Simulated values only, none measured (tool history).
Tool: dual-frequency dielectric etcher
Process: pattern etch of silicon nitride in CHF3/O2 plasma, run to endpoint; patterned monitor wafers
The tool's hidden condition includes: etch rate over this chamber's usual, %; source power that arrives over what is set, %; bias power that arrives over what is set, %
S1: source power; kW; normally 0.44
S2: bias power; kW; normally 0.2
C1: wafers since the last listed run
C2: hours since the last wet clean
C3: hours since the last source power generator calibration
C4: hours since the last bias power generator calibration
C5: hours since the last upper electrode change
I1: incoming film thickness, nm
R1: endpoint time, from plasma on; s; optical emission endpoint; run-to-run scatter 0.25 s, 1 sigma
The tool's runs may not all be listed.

run	hour	S1	S2	C1	C2	C3	C4	C5	I1	R1
1	0	0.44	0.182	0	450.2	2291.3	2204.8	2992.8	82.5	59.9
2	45.5	0.44	0.182	334	495.7	2336.8	2250.3	3038.3	81.6	58.9
# hour 108.5: wet clean of the chamber
3	150.8	0.44	0.2	597	42.3	2442.1	2355.6	3143.6	82.2	57.6
4	215.7	0.44	0.2	476	107.2	2507	2420.5	3208.5	81.7	57
5	272.6	0.44	0.2	417	164.1	2563.9	2477.4	3265.4	81.4	56.8
6	364.4	0.44	0.2	674	255.9	2655.7	2569.2	3357.2	80.8	56.2
7	471.7	0.44	0.229	788	363.2	2763	2676.5	3464.5	82	52.9
8	574.3	0.44	0.229	753	465.8	2865.6	2779.1	3567.1	82	52.8
# hour 602.8: wet clean of the chamber
# hour 626.1: upper electrode replaced
9	626.6	0.44	0.2	36	23.8	2917.9	2831.4	0.5	81	56.7
10	690.5	0.44	0.2	469	87.7	2981.8	2895.3	64.4	82	57.7
11	758.1	0.44	0.2	496	155.3	3049.4	2962.9	132	81.5	57
12	855.2	0.37	0.218	713	252.4	3146.5	3060	229.1	82.4	58.6
13	947.3	0.4	0.167	676	344.5	3238.6	3152.1	321.2	80.8	63.8
14	984.9	0.44	0.2	276	382.1	3276.2	3189.7	358.8	81.3	55.9
15	1046.7	0.5	0.2	453	443.9	3338	3251.5	420.6	81.7	53.6
# hour 1113: wet clean of the chamber
# hour 1133.3: bias power generator calibrated
16	1133.9	0.54	0.179	434	20.9	3425.2	0.6	507.8	81.7	55.7
17	1184.5	0.36	0.171	371	71.5	3475.8	51.2	558.4	81	67.5
# hour 1225.9: source power generator calibrated
18	1246.3	0.34	0.23	424	133.3	20.4	113	620.2	81.9	59.1
19	1351.8	0.44	0.2	774	238.8	125.9	218.5	725.7	82.3	57.1
20	1444.8	0.54	0.224	683	331.8	218.9	311.5	818.7	80.8	48.4
21	1483.3	0.35	0.225	282	370.3	257.4	350	857.2	81.4	58
22	1580.6	0.44	0.2	714	467.6	354.7	447.3	954.5	81	55.7

Measured minus without-hidden-state, run by run (identical run-to-run variation in each term; gauge scatter may differ):
run	R1
1	-1.3
2	-1.4
3	+0.1
4	-0.1
5	-0.2
6	-0.5
7	-0.7
8	-0.9
9	-0.2
10	-0.3
11	-0.5
12	-0.8
13	-1.2
14	-1.1
15	-1.2
16	-0.1
17	-0.3
18	-0.4
19	-0.7
20	-0.8
21	-1
22	-1.3
